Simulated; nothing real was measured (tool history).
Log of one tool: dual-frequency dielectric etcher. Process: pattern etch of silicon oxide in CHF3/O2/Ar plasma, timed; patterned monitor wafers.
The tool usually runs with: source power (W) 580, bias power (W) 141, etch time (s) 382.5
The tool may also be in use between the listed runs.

run    hour  source power (W)  bias power (W)  etch time (s)  read-back reference wafer on the same gauge, depth_nm  mean etch depth across the wafer (angstrom)
  1     0.0               580             122          382.5                                                  594.0                                         6658
  2    67.8               580             141          382.5                                                  593.8                                         7113
  3   128.1               580             141          382.5                                                  593.9                                         7094
  4   212.9               580             141          382.5                                                  594.2                                         7045
  5   302.8               580             141          382.5                                                  593.8                                         7000
  6   343.2               580             141          382.5                                                  593.9                                         6975
  7   414.5               580             126          382.5                                                  594.3                                         6578
  8   472.6               700             162          416.5                                                  594.1                                         8761
      546.3  -- wet clean of the chamber
  9   559.9               580             141          382.5                                                  594.2                                         7177
      606.6  -- gauge calibrated
      718.2  -- upper electrode replaced
 10   874.1               580             141          382.5                                                  594.2                                         7041
 11   962.6               700             120          467.0                                                  594.1                                         8601
 12  1005.6               580             141          382.5                                                  594.0                                         7009
 13  1061.0               580             174          382.5                                                  594.0                                         7680
 14  1121.9               670             166          426.0                                                  594.3                                         8942
     1169.1  -- bias power generator calibrated
 15  1196.3               700             165          274.0                                                  594.3                                         5805
     1245.0  -- wet clean of the chamber
 16  1272.5               440             155          464.0                                                  594.3                                         8050
     1276.8  -- source power generator calibrated
 17  1364.5               670             125          382.5                                                  594.0                                         7207
 18  1471.0               580             141          382.5                                                  593.9                                         7145
 19  1563.3               580             141          268.5                                                  594.1                                         4967
 20  1660.0               580             141          454.5                                                  593.7                                         8308
 21  1745.8               580             153          296.0                                                  594.2                                         5649
 22  1847.8               500             169          382.5                                                  593.9                                         7117
 23  1901.4               580             141          382.5                                                  593.8                                         6941
     1976.4  -- wet clean of the chamber
 24  1976.9               580             141          313.0                                                  594.0                                         5883
 25  2028.6               540             129          344.5                                                  594.1                                         5961
 26  2123.5               580             128          314.0                                                  593.9                                         5551
 27  2227.3               580             119          445.5                                                  593.9                                         7605
 28  2279.1               640             141          382.5                                                  593.8                                         7370

Predict each of these 5 candidate next runs independently; none follows another, all start after run 28:
  A  2279.6               580             141          337.5                                                      ?                                            ?
  B  2279.6               540             127          347.0                                                      ?                                            ?
  C  2279.6               470             125          308.0                                                      ?                                            ?
  D  2279.6               580             141          339.5                                                      ?                                            ?
  E  2279.6               580             131          296.0                                                      ?                                            ?

run  read-back reference wafer on the same gauge, depth_nm  mean etch depth across the wafer (angstrom)
  A                                                  593.9                                         6261
  B                                                  593.9                                         5924
  C                                                  593.9                                         4890
  D                                                  593.9                                         6299
  E                                                  593.9                                         5301
Had the tool no hidden state, the same runs would have come out as:
run  mean etch depth across the wafer (angstrom)
  A                                         6382
  B                                         6038
  C                                         4984
  D                                         6420
  E                                         5403
